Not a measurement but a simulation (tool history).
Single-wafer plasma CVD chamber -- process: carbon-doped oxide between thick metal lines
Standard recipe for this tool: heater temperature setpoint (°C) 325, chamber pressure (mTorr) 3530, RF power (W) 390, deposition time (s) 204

run,hour,heater temperature setpoint (°C),chamber pressure (mTorr),RF power (W),deposition time (s),wafers since the last listed run,hours since the last thermocouple change,hours since the last RF generator calibration,hours since the last manometer calibration,hours since the showerhead was replaced,hours since the gauge calibration,"read-back reference wafer on the same gauge, thickness_nm",mean film thickness on the monitor wafer (angstrom)
1,0,325,3530,390,204,0,2803.4,17.5,6.4,2185.5,6.7,877.738,9301.65
2,14.7,325,3530,390,204,133,2818.1,32.2,21.1,2200.2,21.4,877.848,9291.87
3,66.5,325,3530,390,204,469,2869.9,84,72.9,2252,73.2,878.276,9233.59
4,76.6,325,3530,390,204,91,2880,94.1,83,2262.1,83.3,877.955,9222.47
5,83.2,325,3530,390,204,59,2886.6,100.7,89.6,2268.7,89.9,878.083,9243.62
6,90.4,325,3530,390,204,65,2893.8,107.9,96.8,2275.9,97.1,878.288,9246.69
7,104.3,325,3530,390,204,125,2907.7,121.8,110.7,2289.8,111,878.037,9256.8
8,114.2,339,2950,455,179,89,2917.6,131.7,120.6,2299.7,120.9,878.164,8459.51
9,123.6,325,3020,340,230,85,2927,141.1,130,2309.1,130.3,877.79,9134.55
10,141,339,2850,445,204,157,2944.4,158.5,147.4,2326.5,147.7,878.137,9407.73
11,149.8,325,3530,390,204,79,2953.2,167.3,156.2,2335.3,156.5,878.067,9236.26
12,161.5,325,3530,390,179,105,2964.9,179,167.9,2347,168.2,877.867,8096.94
13,175,329,3530,465,178,122,2978.4,192.5,181.4,2360.5,181.7,878.115,9020.8
# hour 222.5: thermocouple changed; heater temperature recalibrated
14,225.6,325,3040,390,228,385,3.1,243.1,232,2411.1,232.3,877.839,9795.72
# hour 241.2: showerhead replaced
15,243.3,325,3530,460,176,87,20.8,260.8,249.7,2.1,250,878.202,8789.28
16,256.9,325,3530,390,204,123,34.4,274.4,263.3,15.7,263.6,877.836,8967.48
17,268,314,4300,320,183,100,45.5,285.5,274.4,26.8,274.7,877.967,7409.71
18,276.7,325,3530,390,204,78,54.2,294.2,283.1,35.5,283.4,877.949,8927.82
19,284.6,320,3140,455,183,71,62.1,302.1,291,43.4,291.3,878.032,9034.84
20,292.6,315,2730,360,190,72,70.1,310.1,299,51.4,299.3,878.14,7865.91
21,309.3,331,3530,390,204,151,86.8,326.8,315.7,68.1,316,878.095,8709.6
22,326.5,325,3530,390,204,155,104,344,332.9,85.3,333.2,878.168,8912.81
23,340,335,3530,390,176,122,117.5,357.5,346.4,98.8,346.7,878.049,7416.18
24,348.8,334,3260,425,233,79,126.3,366.3,355.2,107.6,355.5,878.08,10392.15
25,357.2,325,3530,390,204,76,134.7,374.7,363.6,116,363.9,877.873,8891.76
26,364.9,315,3930,390,225,69,142.4,382.4,371.3,123.7,371.6,877.878,10393.38
27,381.1,325,3220,390,221,146,158.6,398.6,387.5,139.9,387.8,877.997,9452.83
28,394.3,325,3530,390,233,119,171.8,411.8,400.7,153.1,401,877.836,10168.22
29,406.9,337,3530,320,215,114,184.4,424.4,413.3,165.7,413.6,878.07,7642.52

Alternative continuations, all from the tool just after run 29; predict every row:
A,407.4,325,3530,390,204,4,184.9,424.9,413.8,166.2,414.1,?,?
B,407.4,316,2710,360,241,4,184.9,424.9,413.8,166.2,414.1,?,?
C,407.4,325,3810,460,232,4,184.9,424.9,413.8,166.2,414.1,?,?

run,"read-back reference wafer on the same gauge, thickness_nm",mean film thickness on the monitor wafer (angstrom)
A,878.161,8868.19
B,878.161,9846.59
C,878.161,11598.64
Had the tool no hidden state, the same runs would have come out as:
run,mean film thickness on the monitor wafer (angstrom)
A,9089.1
B,10094.46
C,11854.74
